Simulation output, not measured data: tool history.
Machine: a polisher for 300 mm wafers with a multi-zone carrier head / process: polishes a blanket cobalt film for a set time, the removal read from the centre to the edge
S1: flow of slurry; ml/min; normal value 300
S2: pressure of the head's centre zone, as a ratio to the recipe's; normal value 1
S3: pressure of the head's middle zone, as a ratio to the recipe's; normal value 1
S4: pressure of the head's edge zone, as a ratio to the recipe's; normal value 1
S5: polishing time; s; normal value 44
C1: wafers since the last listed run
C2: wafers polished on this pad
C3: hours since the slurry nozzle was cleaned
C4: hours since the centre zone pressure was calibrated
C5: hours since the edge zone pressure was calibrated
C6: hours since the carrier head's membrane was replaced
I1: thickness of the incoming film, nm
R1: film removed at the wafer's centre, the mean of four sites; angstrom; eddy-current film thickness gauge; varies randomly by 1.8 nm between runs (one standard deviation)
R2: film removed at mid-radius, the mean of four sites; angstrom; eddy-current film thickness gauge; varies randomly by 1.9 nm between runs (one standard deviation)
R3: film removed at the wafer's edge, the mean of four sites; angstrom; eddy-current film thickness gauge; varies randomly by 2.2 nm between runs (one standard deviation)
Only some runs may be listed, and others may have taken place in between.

run    hour   S1    S2    S3    S4  S5    C1    C2     C3      C4     C5      C6      I1    R1    R2    R3
  1       0  300     1     1     1  44     0  1109  267.4   189.8  785.8   199.1  1168.9  1652  1721  1667
       17.7  -- edge zone pressure recalibrated
  2    57.2  300  1.03     1  1.07  44   552  1661  324.6     247   39.5   256.3  1151.9  1696  1711  1746
  3    90.8  300  1.06     1     1  44   336  1997  358.2   280.6   73.1   289.9  1140.5  1717  1701  1691
      102.3  -- slurry nozzle cleaned
  4   137.2  405  1.09     1     1  44   454  2451   34.9     327  119.5   336.3  1146.9  1796  1778  1699
      267.6  -- worn pad replaced by a new one
  5   290.4  300  0.96  1.07  1.06  31  1492   227  188.1   480.2  272.7   489.5  1158.5  1113  1269  1214
  6   329.8  300     1     1     1  44   394   621  227.5   519.6  312.1   528.9  1163.2  1611  1721  1669
  7   371.4  300     1  1.08  0.97  44   416  1038  269.1   561.2  353.7   570.5  1155.2  1623  1823  1646
  8     399  300     1   1.1  1.09  44   276  1314  296.7   588.8  381.3   598.1  1167.9  1651  1873  1776
  9   470.8  300  0.95  1.09  1.11  30   718  2032  368.5   660.6  453.1   669.9  1150.1  1074  1266  1208
 10   529.7  300     1  0.95     1  44   589  2621  427.4   719.5    512   728.8  1177.2  1614  1638  1684
 11   575.3  200     1     1  1.11  58   456  3077    473   765.1  557.6   774.4  1166.7  2042  2184  2301
      591.1  -- slurry nozzle cleaned
 12   613.3  300     1     1     1  44   370  3447   22.2   803.1  595.6   812.4  1152.6  1617  1713  1709
 13   658.2  300     1  0.96     1  44   449  3896   67.1     848  640.5   857.3  1159.3  1613  1665  1682
      691.8  -- worn pad replaced by a new one
 14   728.8  300  0.92  1.06     1  44   666   370  137.7   918.6  711.1   927.9  1139.1  1532  1811  1625
 15   776.4  300  1.03     1  1.07  44   476   846  185.3   966.2  758.7   975.5  1166.2  1608  1704  1731
      781.7  -- edge zone pressure recalibrated
 16   847.9  300     1     1     1  44   695  1541  256.8  1037.7   66.2    1047  1158.6  1561  1710  1694
 17   895.3  300     1  0.95     1  44   474  2015  304.2  1085.1  113.6  1094.4  1176.7  1583  1665  1648
 18     960  300  0.91     1  1.07  44   647  2662  368.9  1149.8  178.3  1159.1  1164.3  1491  1723  1729
 19  1005.1  300     1     1  0.97  44   451  3113    414  1194.9  223.4  1204.2  1171.2  1556  1758  1629
     1020.5  -- slurry nozzle cleaned
 20  1040.3  300     1     1  0.88  55   342  3455   19.8  1230.1  258.6  1239.4  1150.5  1910  2182  1991
 21  1090.1  230  1.08  1.05     1  38   498  3953   69.6  1279.9  308.4  1289.2  1145.9  1364  1546  1445
 22    1124  405     1  0.91  1.03  50   339  4292  103.5  1313.8  342.3  1323.1  1167.9  1819  1805  1933
 23  1153.8  300     1     1  1.06  44   298  4590  133.3  1343.6  372.1  1352.9  1164.6  1576  1768  1726

Take each entry between the runs: how does the hidden state at the last listed run before it differ from the hidden state at the first listed run after it?
Logged between run 1 and run 2: edge zone pressure recalibrated (hour 17.7)
  deviation of the centre zone's pressure from its setpoint, %: -2.25 -> -2.71
  measured result minus the result with no hidden state, R1: -24 -> -30 angstrom
Logged between run 3 and run 4: slurry nozzle cleaned (hour 102.3)
  deviation of the centre zone's pressure from its setpoint, %: -2.98 -> -3.34
  measured result minus the result with no hidden state, R1: -32 -> -39 angstrom
Logged between run 4 and run 5: worn pad replaced by a new one (hour 267.6)
  deviation of the centre zone's pressure from its setpoint, %: -3.34 -> -4.56
  measured result minus the result with no hidden state, R1: -39 -> -34 angstrom
Logged between run 11 and run 12: slurry nozzle cleaned (hour 591.1)
  deviation of the centre zone's pressure from its setpoint, %: -6.82 -> -7.12
  measured result minus the result with no hidden state, R1: -92 -> -76 angstrom
Logged between run 13 and run 14: worn pad replaced by a new one (hour 691.8)
  deviation of the centre zone's pressure from its setpoint, %: -7.48 -> -8.04
  measured result minus the result with no hidden state, R1: -80 -> -83 angstrom
Logged between run 15 and run 16: edge zone pressure recalibrated (hour 781.7)
  deviation of the centre zone's pressure from its setpoint, %: -8.42 -> -8.98
  measured result minus the result with no hidden state, R1: -90 -> -94 angstrom
Logged between run 19 and run 20: slurry nozzle cleaned (hour 1020.5)
  deviation of the centre zone's pressure from its setpoint, %: -10.2 -> -10.5
  measured result minus the result with no hidden state, R1: -108 -> -136 angstrom

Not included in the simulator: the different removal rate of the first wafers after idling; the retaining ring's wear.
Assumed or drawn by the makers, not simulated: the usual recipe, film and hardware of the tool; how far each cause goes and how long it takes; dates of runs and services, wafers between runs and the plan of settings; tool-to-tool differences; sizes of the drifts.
